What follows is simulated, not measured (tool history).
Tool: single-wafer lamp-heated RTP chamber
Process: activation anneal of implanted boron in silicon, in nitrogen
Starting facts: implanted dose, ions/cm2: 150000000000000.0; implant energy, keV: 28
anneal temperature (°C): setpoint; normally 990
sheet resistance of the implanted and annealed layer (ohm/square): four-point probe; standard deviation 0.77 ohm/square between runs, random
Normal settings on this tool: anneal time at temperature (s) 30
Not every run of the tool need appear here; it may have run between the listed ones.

run	hour	anneal temperature (°C)	anneal time at temperature (s)	read-back reference wafer on the same gauge, sheet resistance	sheet resistance of the implanted and annealed layer (ohm/square)
1	0	990	30	546.7	517.97
2	17.1	990	34	547.12	519.22
3	24.7	990	34	547.41	519.24
4	33.7	990	34	547.57	518.68
5	40.5	990	30	547.6	518.48
6	49.7	990	30	547.95	518.18
7	62.1	990	30	548.13	518.91
8	78.6	990	30	548.65	520.18
9	89	990	30	549.12	520.27
10	105.6	990	30	549.65	521.08
11	112.5	990	30	549.8	520.35
12	128.6	990	30	550.3	521.65
13	134.7	990	43	550.54	521.54
# hour 143: reflector plate cleaned
14	144	990	30	550.79	522.64
15	158.6	990	30	551.58	522.33
# hour 169: pyrometer window cleaned and pyrometer calibrated
16	169.5	990	30	551.89	523.13
17	179.7	990	30	552.21	521.69
18	187.7	990	30	552.48	522.87
19	203.1	971	30	553.15	529.77
20	214.9	962	36	553.55	535.99
21	221.8	990	30	553.86	524.96
22	228.9	967	37	554.08	532.52
23	237.4	990	30	554.43	525.49
24	253.6	1016	19	555.25	523.82
# hour 260.3: gauge calibrated
25	269.5	963	38	544.46	527.41
26	284.3	990	30	544.38	515.14
27	291.5	990	30	544.59	517.1
28	300.9	962	19	544.61	534.1
29	314.1	990	30	544.78	515.49
30	328.2	1005	42	544.7	514.57
31	344.5	970	38	544.72	521.75
32	353.4	967	18	544.61	529.72
33	360.3	990	30	545.05	515.58
# hour 369.2: pyrometer window cleaned and pyrometer calibrated
34	370.3	973	20	544.93	523.05
35	377.3	1003	30	545.19	515.24
36	393.3	1010	30	545.16	513.28

How would selected steps in sheet resistance of the implanted and annealed layer (ohm/square) from run to run divide? Give the signed amount a tool lacking its hidden state would still show from settings, what came in and random variation, and the signed amount left for the hidden state, including any gauge scatter that is not in both of the compared results.
Hidden state present: true wafer temperature minus pyrometer reading, K; wafer temperature error from the tarnished reflector plate, K; gauge reads high (%).
Run 18 -> 19: anneal temperature (°C) 990 -> 971. sheet resistance of the implanted and annealed layer (ohm/square) +6.9: hidden state +0.67, all else +6.23.
Run 23 -> 24: anneal temperature (°C) 990 -> 1016, anneal time at temperature (s) 30 -> 19. sheet resistance of the implanted and annealed layer (ohm/square) -1.67: hidden state +0.63, all else -2.3.
Run 24 -> 25: anneal temperature (°C) 1016 -> 963, anneal time at temperature (s) 19 -> 38, gauge calibrated. sheet resistance of the implanted and annealed layer (ohm/square) +3.59: hidden state -10.2, all else +13.79.
Run 27 -> 28: anneal temperature (°C) 990 -> 962, anneal time at temperature (s) 30 -> 19. sheet resistance of the implanted and annealed layer (ohm/square) +17: hidden state +0.05, all else +16.95.
Run 28 -> 29: anneal temperature (°C) 962 -> 990, anneal time at temperature (s) 19 -> 30. sheet resistance of the implanted and annealed layer (ohm/square) -18.61: hidden state +0.03, all else -18.64.
Run 32 -> 33: anneal temperature (°C) 967 -> 990, anneal time at temperature (s) 18 -> 30. sheet resistance of the implanted and annealed layer (ohm/square) -14.14: hidden state +0.03, all else -14.17.

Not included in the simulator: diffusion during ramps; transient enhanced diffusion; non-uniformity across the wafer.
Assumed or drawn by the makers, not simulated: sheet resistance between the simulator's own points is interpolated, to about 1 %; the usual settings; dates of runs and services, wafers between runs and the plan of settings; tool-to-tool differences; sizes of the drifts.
